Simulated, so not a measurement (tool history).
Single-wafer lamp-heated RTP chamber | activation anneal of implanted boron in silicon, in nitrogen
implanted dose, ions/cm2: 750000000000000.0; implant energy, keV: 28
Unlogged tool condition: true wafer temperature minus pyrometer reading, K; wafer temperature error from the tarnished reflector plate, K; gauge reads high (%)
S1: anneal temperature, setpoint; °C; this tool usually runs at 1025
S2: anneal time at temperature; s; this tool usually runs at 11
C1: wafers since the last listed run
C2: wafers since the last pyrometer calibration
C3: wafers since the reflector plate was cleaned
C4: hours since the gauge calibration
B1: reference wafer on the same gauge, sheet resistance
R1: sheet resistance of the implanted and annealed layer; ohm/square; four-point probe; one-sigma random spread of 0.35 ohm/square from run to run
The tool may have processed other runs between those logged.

Run 1, hour 0: usual settings but S1 1015 °C, S2 6 s; C1 0; C2 2482; C3 961; C4 318.7; B1 141.2. Result: R1 141.93 ohm/square.
Run 2, hour 24: usual settings; C1 427; C2 2909; C3 1389; C4 342.7; B1 140.93. Result: R1 139.7 ohm/square.
At hour 44: pyrometer window cleaned and pyrometer calibrated.
Run 3, hour 57.1: usual settings; C1 447; C2 234; C3 1836; C4 375.8; B1 140.9. Result: R1 140.13 ohm/square.
Run 4, hour 82.6: usual settings; C1 454; C2 688; C3 2290; C4 401.3; B1 140.91. Result: R1 139.62 ohm/square.
Run 5, hour 94.7: usual settings; C1 215; C2 904; C3 2506; C4 413.4; B1 141.04. Result: R1 139.49 ohm/square.
Run 6, hour 106.8: usual settings; C1 215; C2 1119; C3 2722; C4 425.5; B1 140.96. Result: R1 140.48 ohm/square.
Run 7, hour 142.5: usual settings; C1 636; C2 1756; C3 3358; C4 461.2; B1 141.02. Result: R1 140.05 ohm/square.
Run 8, hour 156.9: usual settings; C1 256; C2 2012; C3 3615; C4 475.6; B1 141.04. Result: R1 140.09 ohm/square.
Run 9, hour 170.6: usual settings but S1 1002 °C, S2 16 s; C1 244; C2 2256; C3 3859; C4 489.3; B1 141.13. Result: R1 143.51 ohm/square.
Run 10, hour 196: usual settings but S1 1002 °C, S2 16 s; C1 452; C2 2709; C3 4312; C4 514.7; B1 141.08. Result: R1 142.85 ohm/square.
At hour 207.4: pyrometer window cleaned and pyrometer calibrated.
Run 11, hour 208.7: usual settings but S2 7 s; C1 83; C2 23; C3 4395; C4 527.4; B1 141.09. Result: R1 140.14 ohm/square.
Run 12, hour 221.2: usual settings but S2 7 s; C1 222; C2 245; C3 4618; C4 539.9; B1 140.91. Result: R1 140.17 ohm/square.
Run 13, hour 253.6: usual settings; C1 577; C2 823; C3 5195; C4 572.3; B1 141.02. Result: R1 139.79 ohm/square.
Run 14, hour 268.6: usual settings; C1 267; C2 1090; C3 5463; C4 587.3; B1 141.08. Result: R1 140.05 ohm/square.
Run 15, hour 293.4: usual settings; C1 441; C2 1532; C3 5905; C4 612.1; B1 141.09. Result: R1 139.38 ohm/square.
Run 16, hour 307.8: usual settings but S1 1043 °C; C1 256; C2 1789; C3 6161; C4 626.5; B1 140.93. Result: R1 138.13 ohm/square.
Run 17, hour 338.3: usual settings but S1 1043 °C; C1 543; C2 2332; C3 6705; C4 657; B1 141.07. Result: R1 137.92 ohm/square.
At hour 377.2: pyrometer window cleaned and pyrometer calibrated.
Run 18, hour 377.7: usual settings but S1 1043 °C; C1 559; C2 9; C3 7265; C4 696.4; B1 141.14. Result: R1 138.63 ohm/square.
Run 19, hour 387: usual settings but S2 17 s; C1 165; C2 174; C3 7430; C4 705.7; B1 140.93. Result: R1 138.66 ohm/square.
At hour 392.5: gauge calibrated.
Run 20, hour 464.3: usual settings; C1 1377; C2 1552; C3 8808; C4 71.8; B1 140.78. Result: R1 140.48 ohm/square.
Run 21, hour 491.6: usual settings but S1 1053 °C, S2 7 s; C1 486; C2 2039; C3 9295; C4 99.1; B1 140.96. Result: R1 138.41 ohm/square.
Run 22, hour 503.6: usual settings but S1 1048 °C, S2 5 s; C1 213; C2 2253; C3 9508; C4 111.1; B1 140.96. Result: R1 138.76 ohm/square.
Run 23, hour 532.2: usual settings; C1 509; C2 2762; C3 10018; C4 139.7; B1 140.98. Result: R1 140.26 ohm/square.
At hour 552.2: pyrometer window cleaned and pyrometer calibrated.
Run 24, hour 558.3: usual settings but S1 1015 °C, S2 13 s; C1 322; C2 108; C3 10341; C4 165.8; B1 141.04. Result: R1 140.52 ohm/square.
Run 25, hour 579.5: usual settings but S2 5 s; C1 377; C2 486; C3 10718; C4 187; B1 141.04. Result: R1 140.33 ohm/square.
Run 26, hour 604.7: usual settings; C1 449; C2 935; C3 11168; C4 212.2; B1 140.96. Result: R1 139.68 ohm/square.
Run 27, hour 634.6: usual settings but S2 14 s; C1 532; C2 1468; C3 11700; C4 242.1; B1 140.8. Result: R1 139.78 ohm/square.
At hour 679.7: reflector plate cleaned.
Run 28, hour 680.2: usual settings; C1 670; C2 2138; C3 9; C4 287.7; B1 140.77. Result: R1 140.18 ohm/square.
Run 29, hour 696.6: usual settings but S1 1053 °C; C1 292; C2 2430; C3 301; C4 304.1; B1 140.95. Result: R1 138.06 ohm/square.
At hour 722.2: pyrometer window cleaned and pyrometer calibrated.
Run 30, hour 722.7: usual settings but S1 1054 °C, S2 5 s; C1 322; C2 8; C3 624; C4 330.2; B1 140.87. Result: R1 139.04 ohm/square.
Run 31, hour 739.4: usual settings; C1 297; C2 306; C3 921; C4 346.9; B1 140.99. Result: R1 139.66 ohm/square.
Run 32, hour 761.4: usual settings but S1 1053 °C; C1 392; C2 698; C3 1313; C4 368.9; B1 140.92. Result: R1 137.64 ohm/square.
Run 33, hour 775: usual settings but S1 1005 °C, S2 7 s; C1 242; C2 940; C3 1556; C4 382.5; B1 141.21. Result: R1 144.53 ohm/square.
Run 34, hour 796.3: usual settings but S1 1002 °C, S2 5 s; C1 379; C2 1320; C3 1935; C4 403.8; B1 140.99. Result: R1 146.51 ohm/square.
Run 35, hour 810.6: usual settings; C1 254; C2 1575; C3 2190; C4 418.1; B1 140.81. Result: R1 139.09 ohm/square.
Run 36, hour 836.4: usual settings but S1 1011 °C; C1 459; C2 2035; C3 2650; C4 443.9; B1 141.06. Result: R1 141.89 ohm/square.
Run 37, hour 850.4: usual settings but S1 1040 °C, S2 13 s; C1 249; C2 2284; C3 2899; C4 457.9; B1 141.2. Result: R1 138.14 ohm/square.
Run 38, hour 866.4: usual settings; C1 285; C2 2569; C3 3185; C4 473.9; B1 140.91. Result: R1 139.77 ohm/square.

Describe how what the log doesn't record of the tool's condition differs between the last listed run preceding each entry between runs and the first listed run following it.
Logged between run 2 and run 3: pyrometer window cleaned and pyrometer calibrated (hour 44)
  both runs share identical hidden conditions
Logged between run 10 and run 11: pyrometer window cleaned and pyrometer calibrated (hour 207.4)
  both runs share identical hidden conditions
Logged between run 17 and run 18: pyrometer window cleaned and pyrometer calibrated (hour 377.2)
  both runs share identical hidden conditions
Logged between run 19 and run 20: gauge calibrated (hour 392.5)
  both runs share identical hidden conditions
Logged between run 23 and run 24: pyrometer window cleaned and pyrometer calibrated (hour 552.2)
  both runs share identical hidden conditions
Logged between run 27 and run 28: reflector plate cleaned (hour 679.7)
  both runs share identical hidden conditions
Logged between run 29 and run 30: pyrometer window cleaned and pyrometer calibrated (hour 722.2)
  both runs share identical hidden conditions

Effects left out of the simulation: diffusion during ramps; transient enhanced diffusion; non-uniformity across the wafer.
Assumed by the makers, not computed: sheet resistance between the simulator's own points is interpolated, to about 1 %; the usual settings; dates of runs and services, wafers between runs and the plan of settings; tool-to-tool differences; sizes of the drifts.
